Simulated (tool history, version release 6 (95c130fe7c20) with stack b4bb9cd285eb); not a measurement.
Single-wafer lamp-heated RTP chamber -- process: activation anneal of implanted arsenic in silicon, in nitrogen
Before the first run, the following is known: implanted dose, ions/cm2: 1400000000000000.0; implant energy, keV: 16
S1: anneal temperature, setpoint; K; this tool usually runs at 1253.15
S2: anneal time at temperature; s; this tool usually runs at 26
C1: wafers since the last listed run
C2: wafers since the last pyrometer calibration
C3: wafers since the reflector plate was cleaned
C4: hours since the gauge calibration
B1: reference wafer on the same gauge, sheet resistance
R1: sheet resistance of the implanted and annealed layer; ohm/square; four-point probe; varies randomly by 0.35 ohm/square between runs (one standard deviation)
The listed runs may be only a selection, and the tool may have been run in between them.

{"run": 1, "day": 0.0, "S1": 1253.15, "S2": 26, "C1": 0, "C2": 2494, "C3": 6517, "C4": 172.8, "B1": 137.1, "R1": 138.0}
{"run": 2, "day": 4.058, "S1": 1253.15, "S2": 26, "C1": 1674, "C2": 4168, "C3": 8192, "C4": 270.2, "B1": 136.94, "R1": 136.49}
{"day": 4.838, "done": "reflector plate cleaned"}
{"run": 3, "day": 7.946, "S1": 1239.15, "S2": 18, "C1": 1466, "C2": 5635, "C3": 1281, "C4": 363.5, "B1": 137.05, "R1": 150.29}
{"day": 8.362, "done": "pyrometer window cleaned and pyrometer calibrated"}
{"run": 4, "day": 11.912, "S1": 1239.15, "S2": 18, "C1": 1499, "C2": 1465, "C3": 2781, "C4": 458.7, "B1": 137.01, "R1": 154.14}
{"run": 5, "day": 13.738, "S1": 1239.15, "S2": 18, "C1": 753, "C2": 2218, "C3": 3534, "C4": 502.5, "B1": 136.98, "R1": 153.71}
{"run": 6, "day": 15.867, "S1": 1253.15, "S2": 26, "C1": 878, "C2": 3096, "C3": 4412, "C4": 553.6, "B1": 136.96, "R1": 137.15}
{"run": 7, "day": 18.808, "S1": 1253.15, "S2": 26, "C1": 1213, "C2": 4310, "C3": 5626, "C4": 624.2, "B1": 136.92, "R1": 135.59}
{"run": 8, "day": 20.442, "S1": 1253.15, "S2": 26, "C1": 673, "C2": 4984, "C3": 6300, "C4": 663.4, "B1": 136.94, "R1": 134.73}
{"day": 22.233, "done": "pyrometer window cleaned and pyrometer calibrated"}
{"run": 9, "day": 22.254, "S1": 1253.15, "S2": 19, "C1": 610, "C2": 7, "C3": 6911, "C4": 706.9, "B1": 137.16, "R1": 145.28}
{"run": 10, "day": 23.842, "S1": 1253.15, "S2": 19, "C1": 655, "C2": 662, "C3": 7566, "C4": 745.0, "B1": 136.95, "R1": 145.26}
{"run": 11, "day": 27.346, "S1": 1228.15, "S2": 35, "C1": 1445, "C2": 2108, "C3": 9012, "C4": 829.1, "B1": 137.08, "R1": 149.78}
{"day": 29.071, "done": "reflector plate cleaned"}
{"run": 12, "day": 29.092, "S1": 1253.15, "S2": 26, "C1": 582, "C2": 2691, "C3": 7, "C4": 871.0, "B1": 136.89, "R1": 137.54}
{"run": 13, "day": 31.85, "S1": 1268.15, "S2": 32, "C1": 1138, "C2": 3829, "C3": 1145, "C4": 937.2, "B1": 137.15, "R1": 123.48}
{"day": 33.662, "done": "pyrometer window cleaned and pyrometer calibrated"}
{"run": 14, "day": 36.271, "S1": 1253.15, "S2": 26, "C1": 1686, "C2": 1076, "C3": 2832, "C4": 1043.3, "B1": 136.91, "R1": 138.87}
{"run": 15, "day": 38.525, "S1": 1239.15, "S2": 18, "C1": 930, "C2": 2006, "C3": 3762, "C4": 1097.4, "B1": 136.91, "R1": 154.37}
{"run": 16, "day": 41.462, "S1": 1253.15, "S2": 26, "C1": 1212, "C2": 3219, "C3": 4974, "C4": 1167.9, "B1": 137.01, "R1": 137.33}
{"day": 44.675, "done": "gauge calibrated"}
{"day": 47.033, "done": "pyrometer window cleaned and pyrometer calibrated"}
{"day": 51.129, "done": "reflector plate cleaned"}
{"run": 17, "day": 54.796, "S1": 1269.15, "S2": 37, "C1": 5226, "C2": 3066, "C3": 1512, "C4": 242.9, "B1": 136.99, "R1": 119.6}
{"run": 18, "day": 56.625, "S1": 1282.15, "S2": 26, "C1": 754, "C2": 3820, "C3": 2267, "C4": 286.8, "B1": 136.94, "R1": 118.84}
{"run": 19, "day": 58.808, "S1": 1261.15, "S2": 13, "C1": 900, "C2": 4721, "C3": 3168, "C4": 339.2, "B1": 136.95, "R1": 143.49}
{"day": 59.762, "done": "pyrometer window cleaned and pyrometer calibrated"}
{"run": 20, "day": 61.321, "S1": 1253.15, "S2": 16, "C1": 899, "C2": 643, "C3": 4067, "C4": 399.5, "B1": 137.0, "R1": 147.44}
{"run": 21, "day": 65.533, "S1": 1235.15, "S2": 26, "C1": 1738, "C2": 2381, "C3": 5806, "C4": 500.6, "B1": 137.01, "R1": 150.57}

Forecast each of these 3 alternatives for the next run:
{"run": "A", "day": 65.55, "S1": 1264.15, "S2": 26, "C1": 6, "C2": 2388, "C3": 5812, "C4": 501.0, "B1": "?", "R1": "?"}
{"run": "B", "day": 65.55, "S1": 1224.15, "S2": 32, "C1": 6, "C2": 2388, "C3": 5812, "C4": 501.0, "B1": "?", "R1": "?"}
{"run": "C", "day": 65.55, "S1": 1263.15, "S2": 39, "C1": 6, "C2": 2388, "C3": 5812, "C4": 501.0, "B1": "?", "R1": "?"}

run=A B1=137.03 R1=131.04
run=B B1=137.03 R1=154.05
run=C B1=137.03 R1=123.29
Had the tool no hidden state, the same runs would have come out as:
run=A R1=132.09
run=B R1=155.19
run=C R1=124.32
